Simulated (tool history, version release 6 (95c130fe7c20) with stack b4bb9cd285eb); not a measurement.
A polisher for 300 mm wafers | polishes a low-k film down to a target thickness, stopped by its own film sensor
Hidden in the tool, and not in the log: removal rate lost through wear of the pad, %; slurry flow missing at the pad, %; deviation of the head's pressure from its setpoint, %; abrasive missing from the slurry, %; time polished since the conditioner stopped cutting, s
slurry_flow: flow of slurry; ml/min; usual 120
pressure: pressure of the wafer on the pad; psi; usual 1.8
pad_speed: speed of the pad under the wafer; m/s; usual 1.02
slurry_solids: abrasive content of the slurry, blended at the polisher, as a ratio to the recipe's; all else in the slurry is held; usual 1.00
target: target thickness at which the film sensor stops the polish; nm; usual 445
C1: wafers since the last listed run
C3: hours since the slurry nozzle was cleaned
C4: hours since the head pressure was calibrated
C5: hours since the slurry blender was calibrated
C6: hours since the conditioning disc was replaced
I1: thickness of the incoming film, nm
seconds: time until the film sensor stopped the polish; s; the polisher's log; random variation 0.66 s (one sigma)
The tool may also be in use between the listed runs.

Run 1, hour 0.0: usual settings; C1 0; wafers polished on this pad 535; C3 96.4; C4 242.1; C5 115.6; C6 223.9; I1 466.6. Result: seconds 64.8 s.
Run 2, hour 85.7: usual settings; C1 577; wafers polished on this pad 1113; C3 182.1; C4 327.8; C5 201.3; C6 309.6; I1 462.5. Result: seconds 52.0 s.
At hour 125.5: slurry blender recalibrated.
Run 3, hour 142.8: usual settings but pressure 2.2 psi; C1 371; wafers polished on this pad 1485; C3 239.2; C4 384.9; C5 17.3; C6 366.7; I1 477.1. Result: seconds 78.3 s.
At hour 192.9: worn pad replaced by a new one.
At hour 196.3: conditioning disc replaced and pad reconditioned.
Run 4, hour 204.6: usual settings but pressure 2.2 psi; C1 376; wafers polished on this pad 65; C3 301.0; C4 446.7; C5 79.1; C6 8.3; I1 460.3. Result: seconds 37.2 s.
Run 5, hour 285.1: usual settings; C1 542; wafers polished on this pad 608; C3 381.5; C4 527.2; C5 159.6; C6 88.8; I1 471.6. Result: seconds 79.7 s.
At hour 374.0: slurry blender recalibrated.
At hour 431.3: worn pad replaced by a new one.
Run 6, hour 529.9: usual settings but slurry_flow 145 ml/min, pressure 2.1 psi; C1 1609; wafers polished on this pad 664; C3 626.3; C4 772.0; C5 155.9; C6 333.6; I1 473.6. Result: seconds 70.6 s.
At hour 540.8: slurry nozzle cleaned.
Run 7, hour 568.4: usual settings but slurry_flow 145 ml/min, pressure 2.1 psi; C1 252; wafers polished on this pad 917; C3 27.6; C4 810.5; C5 194.4; C6 372.1; I1 465.8. Result: seconds 51.3 s.
At hour 640.4: slurry blender recalibrated.
Run 8, hour 645.9: usual settings but slurry_flow 145 ml/min, pressure 2.1 psi; C1 508; wafers polished on this pad 1426; C3 105.1; C4 888.0; C5 5.5; C6 449.6; I1 475.5. Result: seconds 75.6 s.
Run 9, hour 686.2: usual settings; C1 271; wafers polished on this pad 1697; C3 145.4; C4 928.3; C5 45.8; C6 489.9; I1 467.1. Result: seconds 65.1 s.
At hour 727.8: conditioning disc replaced and pad reconditioned.
At hour 735.7: worn pad replaced by a new one.
Run 10, hour 778.2: usual settings but pad_speed 1.22 m/s, slurry_solids 1.20; C1 579; wafers polished on this pad 286; C3 237.4; C4 1020.3; C5 137.8; C6 50.4; I1 474.0. Result: seconds 69.8 s.
At hour 838.1: head pressure recalibrated.
Run 11, hour 847.2: usual settings; C1 451; wafers polished on this pad 737; C3 306.4; C4 9.1; C5 206.8; C6 119.4; I1 468.2. Result: seconds 68.3 s.
Run 12, hour 920.8: usual settings but slurry_flow 155 ml/min, pressure 1.4 psi, pad_speed 1.20 m/s, slurry_solids 1.20; C1 496; wafers polished on this pad 1234; C3 380.0; C4 82.7; C5 280.4; C6 193.0; I1 469.2. Result: seconds 73.2 s.
At hour 936.7: slurry blender recalibrated.
Run 13, hour 966.8: usual settings but slurry_flow 95 ml/min, pressure 2.4 psi, slurry_solids 1.10, target 440 nm; C1 296; wafers polished on this pad 1530; C3 426.0; C4 128.7; C5 30.1; C6 239.0; I1 463.1. Result: seconds 53.7 s.
At hour 977.7: worn pad replaced by a new one.
Run 14, hour 1004.4: usual settings; C1 226; wafers polished on this pad 180; C3 463.6; C4 166.3; C5 67.7; C6 276.6; I1 475.5. Result: seconds 92.2 s.
Run 15, hour 1108.3: usual settings; C1 700; wafers polished on this pad 880; C3 567.5; C4 270.2; C5 171.6; C6 380.5; I1 468.6. Result: seconds 71.1 s.
At hour 1118.6: slurry nozzle cleaned.
Run 16, hour 1159.7: usual settings but slurry_flow 85 ml/min, pad_speed 0.92 m/s, target 439 nm; C1 339; wafers polished on this pad 1220; C3 41.1; C4 321.6; C5 223.0; C6 431.9; I1 469.2. Result: seconds 106.9 s.
At hour 1180.7: slurry blender recalibrated.
At hour 1217.9: worn pad replaced by a new one.
At hour 1264.8: conditioning disc replaced and pad reconditioned.
Run 17, hour 1267.6: usual settings but slurry_flow 100 ml/min, pressure 2.1 psi, slurry_solids 0.75; C1 673; wafers polished on this pad 321; C3 149.0; C4 429.5; C5 86.9; C6 2.8; I1 465.6. Result: seconds 61.1 s.
Run 18, hour 1351.2: usual settings but pressure 2.3 psi, pad_speed 1.12 m/s, slurry_solids 1.20, target 453 nm; C1 563; wafers polished on this pad 885; C3 232.6; C4 513.1; C5 170.5; C6 86.4; I1 466.8. Result: seconds 28.1 s.

How the hidden state differs across the entries between the runs, from the last listed run before each to the first after it:
Between runs 2 and 3: slurry blender recalibrated (hour 125.5)
  no hidden state differs between the two runs
Between runs 3 and 4: worn pad replaced by a new one (hour 192.9); conditioning disc replaced and pad reconditioned (hour 196.3)
  no hidden state differs between the two runs
Between runs 5 and 6: slurry blender recalibrated (hour 374.0); worn pad replaced by a new one (hour 431.3)
  no hidden state differs between the two runs
Between runs 6 and 7: slurry nozzle cleaned (hour 540.8)
  no hidden state differs between the two runs
Between runs 7 and 8: slurry blender recalibrated (hour 640.4)
  no hidden state differs between the two runs
Between runs 9 and 10: conditioning disc replaced and pad reconditioned (hour 727.8); worn pad replaced by a new one (hour 735.7)
  no hidden state differs between the two runs
Between runs 10 and 11: head pressure recalibrated (hour 838.1)
  no hidden state differs between the two runs
Between runs 12 and 13: slurry blender recalibrated (hour 936.7)
  no hidden state differs between the two runs
Between runs 13 and 14: worn pad replaced by a new one (hour 977.7)
  no hidden state differs between the two runs
Between runs 15 and 16: slurry nozzle cleaned (hour 1118.6)
  no hidden state differs between the two runs
Between runs 16 and 17: slurry blender recalibrated (hour 1180.7); worn pad replaced by a new one (hour 1217.9); conditioning disc replaced and pad reconditioned (hour 1264.8)
  no hidden state differs between the two runs

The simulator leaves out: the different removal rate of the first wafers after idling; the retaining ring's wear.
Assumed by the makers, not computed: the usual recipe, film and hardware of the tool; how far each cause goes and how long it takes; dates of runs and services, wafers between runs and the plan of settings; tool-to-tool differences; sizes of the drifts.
